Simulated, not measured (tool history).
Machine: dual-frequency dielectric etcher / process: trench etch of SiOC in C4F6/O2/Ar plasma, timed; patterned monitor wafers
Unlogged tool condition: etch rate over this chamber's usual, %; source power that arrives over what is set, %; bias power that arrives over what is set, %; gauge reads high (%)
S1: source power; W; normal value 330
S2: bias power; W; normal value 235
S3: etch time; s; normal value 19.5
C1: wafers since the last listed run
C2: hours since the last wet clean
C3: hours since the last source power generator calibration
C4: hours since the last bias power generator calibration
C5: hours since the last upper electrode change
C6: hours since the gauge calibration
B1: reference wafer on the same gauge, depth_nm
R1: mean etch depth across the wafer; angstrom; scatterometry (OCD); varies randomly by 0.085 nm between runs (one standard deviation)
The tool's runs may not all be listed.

run 1 hour=0 | S1=330 S2=235 S3=19.5 | C1=0 C2=691 C3=1826.4 C4=3747.3 C5=3932.1 C6=2820.1 | B1=46.59 | R1=422.3
run 2 hour=38.9 | S1=330 S2=235 S3=21.5 | C1=710 C2=729.9 C3=1865.3 C4=3786.2 C5=3971 C6=2859 | B1=46.6 | R1=465.5
run 3 hour=79.2 | S1=330 S2=235 S3=21.5 | C1=735 C2=770.2 C3=1905.6 C4=3826.5 C5=4011.3 C6=2899.3 | B1=46.59 | R1=465.6
-- hour=114.8 wet clean of the chamber
run 4 hour=156 | S1=330 S2=235 S3=21.5 | C1=964 C2=41.2 C3=1982.4 C4=3903.3 C5=4088.1 C6=2976.1 | B1=46.6 | R1=466.6
run 5 hour=211.9 | S1=410 S2=199 S3=23 | C1=1020 C2=97.1 C3=2038.3 C4=3959.2 C5=4144 C6=3032 | B1=46.6 | R1=514.2
run 6 hour=317.7 | S1=390 S2=235 S3=19.5 | C1=1931 C2=202.9 C3=2144.1 C4=4065 C5=4249.8 C6=3137.8 | B1=46.59 | R1=453.9
run 7 hour=390.3 | S1=290 S2=289 S3=24.5 | C1=1325 C2=275.5 C3=2216.7 C4=4137.6 C5=4322.4 C6=3210.4 | B1=46.59 | R1=540.2
run 8 hour=483.1 | S1=330 S2=235 S3=19.5 | C1=1694 C2=368.3 C3=2309.5 C4=4230.4 C5=4415.2 C6=3303.2 | B1=46.6 | R1=423.1
-- hour=487.1 bias power generator calibrated
run 9 hour=573.6 | S1=330 S2=186 S3=14.5 | C1=1579 C2=458.8 C3=2400 C4=86.5 C5=4505.7 C6=3393.7 | B1=46.58 | R1=283
run 10 hour=655.2 | S1=330 S2=235 S3=19.5 | C1=1489 C2=540.4 C3=2481.6 C4=168.1 C5=4587.3 C6=3475.3 | B1=46.6 | R1=410.2
run 11 hour=736.4 | S1=330 S2=275 S3=19.5 | C1=1482 C2=621.6 C3=2562.8 C4=249.3 C5=4668.5 C6=3556.5 | B1=46.59 | R1=432.4
-- hour=806.9 wet clean of the chamber
run 12 hour=837.2 | S1=330 S2=235 S3=19.5 | C1=1402 C2=30.3 C3=2663.6 C4=350.1 C5=4769.3 C6=3657.3 | B1=46.61 | R1=410.6
run 13 hour=910.7 | S1=300 S2=178 S3=19.5 | C1=1342 C2=103.8 C3=2737.1 C4=423.6 C5=4842.8 C6=3730.8 | B1=46.6 | R1=361.1
-- hour=967.4 source power generator calibrated
-- hour=991.5 upper electrode replaced
run 14 hour=994.5 | S1=290 S2=215 S3=22 | C1=1018 C2=187.6 C3=27.1 C4=507.4 C5=3 C6=3814.6 | B1=46.63 | R1=425.3
-- hour=1013.7 gauge calibrated
run 15 hour=1070 | S1=350 S2=235 S3=14.5 | C1=1378 C2=263.1 C3=102.6 C4=582.9 C5=78.5 C6=56.3 | B1=46.59 | R1=312.3
run 16 hour=1120.9 | S1=330 S2=235 S3=22 | C1=929 C2=314 C3=153.5 C4=633.8 C5=129.4 C6=107.2 | B1=46.59 | R1=464.1
-- hour=1165.7 bias power generator calibrated, repeated, since the last time left the tool worse
run 17 hour=1209 | S1=370 S2=215 S3=15 | C1=1535 C2=402.1 C3=241.6 C4=43.3 C5=217.5 C6=195.3 | B1=46.61 | R1=326.9
run 18 hour=1265.4 | S1=250 S2=271 S3=22.5 | C1=1029 C2=458.5 C3=298 C4=99.7 C5=273.9 C6=251.7 | B1=46.61 | R1=453.2
run 19 hour=1320.1 | S1=330 S2=235 S3=18 | C1=998 C2=513.2 C3=352.7 C4=154.4 C5=328.6 C6=306.4 | B1=46.63 | R1=385.4
run 20 hour=1383.6 | S1=370 S2=292 S3=14 | C1=1159 C2=576.7 C3=416.2 C4=217.9 C5=392.1 C6=369.9 | B1=46.61 | R1=337.1
run 21 hour=1457.3 | S1=330 S2=235 S3=21.5 | C1=1345 C2=650.4 C3=489.9 C4=291.6 C5=465.8 C6=443.6 | B1=46.6 | R1=459.6
-- hour=1484.3 wet clean of the chamber
run 22 hour=1557.5 | S1=300 S2=270 S3=19.5 | C1=1391 C2=73.2 C3=590.1 C4=391.8 C5=566 C6=543.8 | B1=46.61 | R1=421.6
run 23 hour=1664.6 | S1=400 S2=235 S3=15 | C1=1955 C2=180.3 C3=697.2 C4=498.9 C5=673.1 C6=650.9 | B1=46.61 | R1=348.3
run 24 hour=1901.4 | S1=330 S2=235 S3=16.5 | C1=4323 C2=417.1 C3=934 C4=735.7 C5=909.9 C6=887.7 | B1=46.61 | R1=353.1
run 25 hour=1953.6 | S1=370 S2=273 S3=14.5 | C1=953 C2=469.3 C3=986.2 C4=787.9 C5=962.1 C6=939.9 | B1=46.58 | R1=341.6
run 26 hour=2009.7 | S1=330 S2=235 S3=19.5 | C1=1024 C2=525.4 C3=1042.3 C4=844 C5=1018.2 C6=996 | B1=46.61 | R1=417
run 27 hour=2074.3 | S1=390 S2=180 S3=15 | C1=1179 C2=590 C3=1106.9 C4=908.6 C5=1082.8 C6=1060.6 | B1=46.6 | R1=315.4
-- hour=2149.3 wet clean of the chamber
run 28 hour=2152.2 | S1=330 S2=289 S3=23 | C1=984 C2=2.9 C3=1184.8 C4=986.5 C5=1160.7 C6=1138.5 | B1=46.62 | R1=526.5

Per-run results on a tool with no hidden state, each run keeping its own random variation:
run=1 R1=418.3
run=2 R1=461
run=3 R1=461
run=4 R1=461.9
run=5 R1=509.1
run=6 R1=448.9
run=7 R1=533.8
run=8 R1=418.1
run=9 R1=289.1
run=10 R1=419.3
run=11 R1=442.3
run=12 R1=419.7
run=13 R1=368.7
run=14 R1=434.6
run=15 R1=319.1
run=16 R1=474.3
run=17 R1=327.5
run=18 R1=454.1
run=19 R1=386.2
run=20 R1=337.7
run=21 R1=460.5
run=22 R1=422.4
run=23 R1=348.9
run=24 R1=353.7
run=25 R1=342.1
run=26 R1=417.6
run=27 R1=315.8
run=28 R1=527.2
